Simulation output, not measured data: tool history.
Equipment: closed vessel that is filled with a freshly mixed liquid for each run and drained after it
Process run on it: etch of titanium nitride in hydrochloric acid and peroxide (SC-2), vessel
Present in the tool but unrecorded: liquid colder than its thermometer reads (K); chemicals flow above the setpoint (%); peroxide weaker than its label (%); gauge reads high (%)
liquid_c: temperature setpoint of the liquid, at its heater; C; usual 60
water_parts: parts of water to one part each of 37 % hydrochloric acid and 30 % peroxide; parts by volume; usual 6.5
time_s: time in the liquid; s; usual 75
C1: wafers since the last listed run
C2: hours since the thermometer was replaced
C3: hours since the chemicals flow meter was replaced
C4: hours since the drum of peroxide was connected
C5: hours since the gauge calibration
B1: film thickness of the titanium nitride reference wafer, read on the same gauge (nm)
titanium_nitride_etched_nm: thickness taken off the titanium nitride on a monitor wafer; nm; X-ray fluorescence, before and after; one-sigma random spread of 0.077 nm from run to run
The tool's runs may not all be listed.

{"run": 1, "hour": 0.0, "liquid_c": 60, "water_parts": 6.5, "time_s": 75, "C1": 0, "C2": 187.4, "C3": 349.3, "C4": 578.5, "C5": 25.7, "B1": 110.01, "titanium_nitride_etched_nm": 8.07}
{"run": 2, "hour": 60.2, "liquid_c": 60, "water_parts": 6.5, "time_s": 75, "C1": 7314, "C2": 247.6, "C3": 409.5, "C4": 638.7, "C5": 85.9, "B1": 110, "titanium_nitride_etched_nm": 8.09}
{"run": 3, "hour": 303.7, "liquid_c": 60, "water_parts": 4, "time_s": 75, "C1": 29585, "C2": 491.1, "C3": 653, "C4": 882.2, "C5": 329.4, "B1": 110.01, "titanium_nitride_etched_nm": 11.31}
{"run": 4, "hour": 365.1, "liquid_c": 60, "water_parts": 4, "time_s": 75, "C1": 7460, "C2": 552.5, "C3": 714.4, "C4": 943.6, "C5": 390.8, "B1": 110.01, "titanium_nitride_etched_nm": 11.19}
{"run": 5, "hour": 436.7, "liquid_c": 60, "water_parts": 4, "time_s": 75, "C1": 8699, "C2": 624.1, "C3": 786, "C4": 1015.2, "C5": 462.4, "B1": 110, "titanium_nitride_etched_nm": 11.24}
{"hour": 489.5, "done": "thermometer replaced"}
{"hour": 527.7, "done": "new drum of peroxide connected"}
{"run": 6, "hour": 536.5, "liquid_c": 60, "water_parts": 6.5, "time_s": 75, "C1": 11882, "C2": 47, "C3": 885.8, "C4": 8.8, "C5": 562.2, "B1": 110.02, "titanium_nitride_etched_nm": 8.32}
{"run": 7, "hour": 631.9, "liquid_c": 60, "water_parts": 6.5, "time_s": 75, "C1": 11591, "C2": 142.4, "C3": 981.2, "C4": 104.2, "C5": 657.6, "B1": 109.98, "titanium_nitride_etched_nm": 8.29}

Run 8 has not been measured yet. What should we expect?
{"run": 8, "hour": 863.6, "liquid_c": 60, "water_parts": 7.5, "time_s": 95, "C1": 28151, "C2": 374.1, "C3": 1212.9, "C4": 335.9, "C5": 889.3, "B1": "?", "titanium_nitride_etched_nm": "?"}

B1: 109.99
titanium_nitride_etched_nm: 9.26 nm
Minus the tool's unlogged condition, the same run would have read titanium_nitride_etched_nm 9.44 nm.
